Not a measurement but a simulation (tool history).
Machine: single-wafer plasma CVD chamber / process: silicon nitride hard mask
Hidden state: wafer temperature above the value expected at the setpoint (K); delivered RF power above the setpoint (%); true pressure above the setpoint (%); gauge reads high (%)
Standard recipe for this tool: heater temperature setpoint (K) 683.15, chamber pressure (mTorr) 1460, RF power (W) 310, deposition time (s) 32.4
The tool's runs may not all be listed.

run	hour	heater temperature setpoint (K)	chamber pressure (mTorr)	RF power (W)	deposition time (s)	wafers since the last listed run	hours since the last thermocouple change	hours since the last RF generator calibration	hours since the last manometer calibration	hours since the showerhead was replaced	hours since the gauge calibration	read-back reference wafer on the same gauge, thickness_nm	mean film thickness on the monitor wafer (Å)
1	0	683.15	1460	310	32.4	0	847.4	1726.8	1549.6	4900.3	607.8	48.282	390.12
2	10.5	683.15	1460	310	32.4	159	857.9	1737.3	1560.1	4910.8	618.3	48.265	391.42
3	26.5	683.15	1460	310	35.7	243	873.9	1753.3	1576.1	4926.8	634.3	48.293	429.88
4	38	683.15	1460	310	35.7	175	885.4	1764.8	1587.6	4938.3	645.8	48.311	428.75
# hour 42.6: gauge calibrated
5	46.6	683.15	1460	310	35.7	130	894	1773.4	1596.2	4946.9	4	48.28	427.95
6	64.2	683.15	1460	310	32.4	267	911.6	1791	1613.8	4964.5	21.6	48.326	388.39
7	79.3	675.15	1460	310	29.3	229	926.7	1806.1	1628.9	4979.6	36.7	48.298	354.33
8	94.5	675.15	1460	310	29.3	231	941.9	1821.3	1644.1	4994.8	51.9	48.291	354.24
9	111.6	683.15	1460	310	28.6	260	959	1838.4	1661.2	5011.9	69	48.316	342.79
# hour 124.8: capacitance manometer re-zeroed and calibrated
10	125.3	683.15	1600	355	32.4	86	972.7	1852.1	0.5	5025.6	82.7	48.257	432.81
11	132.2	683.15	1460	310	32.4	105	979.6	1859	7.4	5032.5	89.6	48.303	386.5
12	146.2	668.15	1700	270	29.8	213	993.6	1873	21.4	5046.5	103.6	48.31	348.27
13	161.2	683.15	1460	345	27.5	228	1008.6	1888	36.4	5061.5	118.6	48.276	351.44
14	173.8	683.15	1460	275	27.2	191	1021.2	1900.6	49	5074.1	131.2	48.338	303
15	190.2	683.15	1460	310	32.4	249	1037.6	1917	65.4	5090.5	147.6	48.301	387.23
16	207.8	689.15	1460	335	36	267	1055.2	1934.6	83	5108.1	165.2	48.286	446.76
# hour 248.4: thermocouple changed; heater temperature recalibrated
# hour 254.9: showerhead replaced
17	255.4	683.15	1460	290	34.2	503	7	1982.2	130.6	0.5	212.8	48.268	392.94
18	269.2	683.15	1460	260	37.3	210	20.8	1996	144.4	14.3	226.6	48.304	398.84
# hour 277.9: RF generator calibrated
19	285.8	683.15	1670	310	32.4	130	37.4	7.9	161	30.9	243.2	48.28	417.72
20	296.1	672.15	1220	310	32.4	156	47.7	18.2	171.3	41.2	253.5	48.294	376.3
21	310.5	683.15	1460	310	32.4	219	62.1	32.6	185.7	55.6	267.9	48.334	399.12
22	318.2	671.15	1460	310	34.3	117	69.8	40.3	193.4	63.3	275.6	48.332	425.33
23	327.6	695.15	1190	275	26.3	143	79.2	49.7	202.8	72.7	285	48.279	278.76
24	344.5	678.15	1360	260	29.8	257	96.1	66.6	219.7	89.6	301.9	48.271	321.51
25	355.7	673.15	1770	310	27.3	170	107.3	77.8	230.9	100.8	313.1	48.329	360.7
26	370.8	683.15	1460	310	32.4	229	122.4	92.9	246	115.9	328.2	48.304	399.6
27	386.3	677.15	1570	310	32.4	235	137.9	108.4	261.5	131.4	343.7	48.293	411.61
28	395.2	694.15	1100	340	32.4	135	146.8	117.3	270.4	140.3	352.6	48.269	377.07
29	402.6	690.15	1120	365	32.4	112	154.2	124.7	277.8	147.7	360	48.291	395.4
30	409.9	683.15	1720	310	27.8	111	161.5	132	285.1	155	367.3	48.309	361.1

3 ways to go on from here, each from the tool as it stands after run 30. What would each give?
A	410.3	677.15	1460	310	32.4	6	161.9	132.4	285.5	155.4	367.7	?	?
B	410.3	683.15	1460	255	32.4	6	161.9	132.4	285.5	155.4	367.7	?	?
C	410.3	690.15	1350	260	38.4	6	161.9	132.4	285.5	155.4	367.7	?	?

run	read-back reference wafer on the same gauge, thickness_nm	mean film thickness on the monitor wafer (Å)
A	48.289	400.48
B	48.289	355.32
C	48.289	412.74
Without the tool's unlogged condition, the same runs would have read:
run	mean film thickness on the monitor wafer (Å)
A	404.35
B	359.01
C	417.02
